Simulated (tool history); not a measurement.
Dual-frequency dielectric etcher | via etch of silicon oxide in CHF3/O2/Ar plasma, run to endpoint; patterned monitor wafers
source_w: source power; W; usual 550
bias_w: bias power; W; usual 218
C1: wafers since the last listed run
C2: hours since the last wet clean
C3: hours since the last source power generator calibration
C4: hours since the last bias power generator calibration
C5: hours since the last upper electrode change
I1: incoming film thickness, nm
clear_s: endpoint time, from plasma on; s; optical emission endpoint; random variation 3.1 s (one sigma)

{"run": 1, "hour": 0.0, "source_w": 550, "bias_w": 218, "C1": 0, "C2": 382.4, "C3": 2767.4, "C4": 2233.9, "C5": 1467.3, "I1": 776.3, "clear_s": 400.6}
{"run": 2, "hour": 43.1, "source_w": 550, "bias_w": 218, "C1": 143, "C2": 425.5, "C3": 2810.5, "C4": 2277.0, "C5": 1510.4, "I1": 780.4, "clear_s": 408.2}
{"run": 3, "hour": 76.1, "source_w": 550, "bias_w": 218, "C1": 110, "C2": 458.5, "C3": 2843.5, "C4": 2310.0, "C5": 1543.4, "I1": 780.1, "clear_s": 412.8}
{"hour": 135.2, "done": "wet clean of the chamber"}
{"run": 4, "hour": 135.7, "source_w": 550, "bias_w": 218, "C1": 118, "C2": 0.5, "C3": 2903.1, "C4": 2369.6, "C5": 1603.0, "I1": 778.7, "clear_s": 390.1}
{"run": 5, "hour": 151.4, "source_w": 490, "bias_w": 218, "C1": 52, "C2": 16.2, "C3": 2918.8, "C4": 2385.3, "C5": 1618.7, "I1": 770.2, "clear_s": 402.5}
{"run": 6, "hour": 192.6, "source_w": 490, "bias_w": 218, "C1": 137, "C2": 57.4, "C3": 2960.0, "C4": 2426.5, "C5": 1659.9, "I1": 779.2, "clear_s": 409.4}
{"run": 7, "hour": 250.5, "source_w": 490, "bias_w": 218, "C1": 193, "C2": 115.3, "C3": 3017.9, "C4": 2484.4, "C5": 1717.8, "I1": 777.8, "clear_s": 407.9}
{"run": 8, "hour": 304.4, "source_w": 550, "bias_w": 181, "C1": 179, "C2": 169.2, "C3": 3071.8, "C4": 2538.3, "C5": 1771.7, "I1": 779.3, "clear_s": 435.4}
{"run": 9, "hour": 367.8, "source_w": 550, "bias_w": 181, "C1": 211, "C2": 232.6, "C3": 3135.2, "C4": 2601.7, "C5": 1835.1, "I1": 769.5, "clear_s": 430.9}
{"run": 10, "hour": 412.6, "source_w": 550, "bias_w": 181, "C1": 149, "C2": 277.4, "C3": 3180.0, "C4": 2646.5, "C5": 1879.9, "I1": 774.3, "clear_s": 430.0}
{"run": 11, "hour": 522.2, "source_w": 550, "bias_w": 218, "C1": 365, "C2": 387.0, "C3": 3289.6, "C4": 2756.1, "C5": 1989.5, "I1": 780.2, "clear_s": 407.5}
{"run": 12, "hour": 549.0, "source_w": 640, "bias_w": 191, "C1": 89, "C2": 413.8, "C3": 3316.4, "C4": 2782.9, "C5": 2016.3, "I1": 780.3, "clear_s": 410.4}
{"run": 13, "hour": 585.3, "source_w": 550, "bias_w": 218, "C1": 121, "C2": 450.1, "C3": 3352.7, "C4": 2819.2, "C5": 2052.6, "I1": 776.0, "clear_s": 405.9}
{"run": 14, "hour": 616.8, "source_w": 550, "bias_w": 218, "C1": 105, "C2": 481.6, "C3": 3384.2, "C4": 2850.7, "C5": 2084.1, "I1": 769.7, "clear_s": 400.8}
{"run": 15, "hour": 666.7, "source_w": 550, "bias_w": 218, "C1": 166, "C2": 531.5, "C3": 3434.1, "C4": 2900.6, "C5": 2134.0, "I1": 775.3, "clear_s": 404.7}
{"hour": 719.3, "done": "wet clean of the chamber"}
{"run": 16, "hour": 719.8, "source_w": 550, "bias_w": 218, "C1": 97, "C2": 0.5, "C3": 3487.2, "C4": 2953.7, "C5": 2187.1, "I1": 778.2, "clear_s": 393.3}
{"run": 17, "hour": 764.0, "source_w": 550, "bias_w": 218, "C1": 147, "C2": 44.7, "C3": 3531.4, "C4": 2997.9, "C5": 2231.3, "I1": 775.8, "clear_s": 395.7}
{"hour": 852.2, "done": "upper electrode replaced"}
{"run": 18, "hour": 852.7, "source_w": 550, "bias_w": 196, "C1": 215, "C2": 133.4, "C3": 3620.1, "C4": 3086.6, "C5": 0.5, "I1": 779.0, "clear_s": 420.4}
{"run": 19, "hour": 855.1, "source_w": 550, "bias_w": 218, "C1": 8, "C2": 135.8, "C3": 3622.5, "C4": 3089.0, "C5": 2.9, "I1": 775.6, "clear_s": 403.2}
{"run": 20, "hour": 1057.6, "source_w": 640, "bias_w": 182, "C1": 675, "C2": 338.3, "C3": 3825.0, "C4": 3291.5, "C5": 205.4, "I1": 780.1, "clear_s": 420.6}
{"run": 21, "hour": 1116.4, "source_w": 410, "bias_w": 180, "C1": 196, "C2": 397.1, "C3": 3883.8, "C4": 3350.3, "C5": 264.2, "I1": 787.3, "clear_s": 503.9}
{"hour": 1167.3, "done": "bias power generator calibrated"}
{"hour": 1202.9, "done": "wet clean of the chamber"}
{"run": 22, "hour": 1203.4, "source_w": 550, "bias_w": 244, "C1": 196, "C2": 0.5, "C3": 3970.8, "C4": 36.1, "C5": 351.2, "I1": 779.2, "clear_s": 372.2}
{"run": 23, "hour": 1226.1, "source_w": 610, "bias_w": 165, "C1": 75, "C2": 23.2, "C3": 3993.5, "C4": 58.8, "C5": 373.9, "I1": 778.2, "clear_s": 431.3}
{"run": 24, "hour": 1253.5, "source_w": 550, "bias_w": 218, "C1": 91, "C2": 50.6, "C3": 4020.9, "C4": 86.2, "C5": 401.3, "I1": 777.5, "clear_s": 394.8}
{"run": 25, "hour": 1292.9, "source_w": 510, "bias_w": 218, "C1": 131, "C2": 90.0, "C3": 4060.3, "C4": 125.6, "C5": 440.7, "I1": 775.9, "clear_s": 405.4}
{"hour": 1326.1, "done": "source power generator calibrated"}
{"run": 26, "hour": 1360.4, "source_w": 550, "bias_w": 218, "C1": 211, "C2": 157.5, "C3": 34.3, "C4": 193.1, "C5": 508.2, "I1": 777.5, "clear_s": 394.2}
{"run": 27, "hour": 1385.8, "source_w": 510, "bias_w": 257, "C1": 84, "C2": 182.9, "C3": 59.7, "C4": 218.5, "C5": 533.6, "I1": 776.5, "clear_s": 372.4}
{"run": 28, "hour": 1450.0, "source_w": 500, "bias_w": 171, "C1": 214, "C2": 247.1, "C3": 123.9, "C4": 282.7, "C5": 597.8, "I1": 770.7, "clear_s": 466.7}
{"run": 29, "hour": 1504.7, "source_w": 550, "bias_w": 218, "C1": 182, "C2": 301.8, "C3": 178.6, "C4": 337.4, "C5": 652.5, "I1": 776.7, "clear_s": 403.2}
{"run": 30, "hour": 1542.9, "source_w": 550, "bias_w": 218, "C1": 127, "C2": 340.0, "C3": 216.8, "C4": 375.6, "C5": 690.7, "I1": 773.8, "clear_s": 395.4}
{"run": 31, "hour": 1587.3, "source_w": 460, "bias_w": 236, "C1": 148, "C2": 384.4, "C3": 261.2, "C4": 420.0, "C5": 735.1, "I1": 780.3, "clear_s": 417.2}
{"run": 32, "hour": 1640.5, "source_w": 500, "bias_w": 246, "C1": 177, "C2": 437.6, "C3": 314.4, "C4": 473.2, "C5": 788.3, "I1": 780.5, "clear_s": 398.3}
{"run": 33, "hour": 1706.0, "source_w": 550, "bias_w": 173, "C1": 218, "C2": 503.1, "C3": 379.9, "C4": 538.7, "C5": 853.8, "I1": 774.9, "clear_s": 456.8}
{"run": 34, "hour": 1755.1, "source_w": 550, "bias_w": 218, "C1": 163, "C2": 552.2, "C3": 429.0, "C4": 587.8, "C5": 902.9, "I1": 776.6, "clear_s": 411.0}
{"hour": 1796.1, "done": "wet clean of the chamber"}
{"run": 35, "hour": 1812.1, "source_w": 640, "bias_w": 218, "C1": 110, "C2": 16.0, "C3": 486.0, "C4": 644.8, "C5": 959.9, "I1": 773.1, "clear_s": 367.4}
{"run": 36, "hour": 1881.2, "source_w": 690, "bias_w": 176, "C1": 230, "C2": 85.1, "C3": 555.1, "C4": 713.9, "C5": 1029.0, "I1": 770.1, "clear_s": 395.5}

3 ways to go on from here, each from the tool as it stands after run 36. What would each give?
{"run": "A", "hour": 1881.7, "source_w": 550, "bias_w": 218, "C1": 1, "C2": 85.6, "C3": 555.6, "C4": 714.4, "C5": 1029.5, "I1": 771.0, "clear_s": "?"}
{"run": "B", "hour": 1881.7, "source_w": 420, "bias_w": 239, "C1": 1, "C2": 85.6, "C3": 555.6, "C4": 714.4, "C5": 1029.5, "I1": 771.0, "clear_s": "?"}
{"run": "C", "hour": 1881.7, "source_w": 470, "bias_w": 248, "C1": 1, "C2": 85.6, "C3": 555.6, "C4": 714.4, "C5": 1029.5, "I1": 771.0, "clear_s": "?"}

run=A clear_s=387.8
run=B clear_s=409.2
run=C clear_s=386.1
Without the tool's hidden state the same runs would have given:
run=A clear_s=386.6
run=B clear_s=408.0
run=C clear_s=384.9
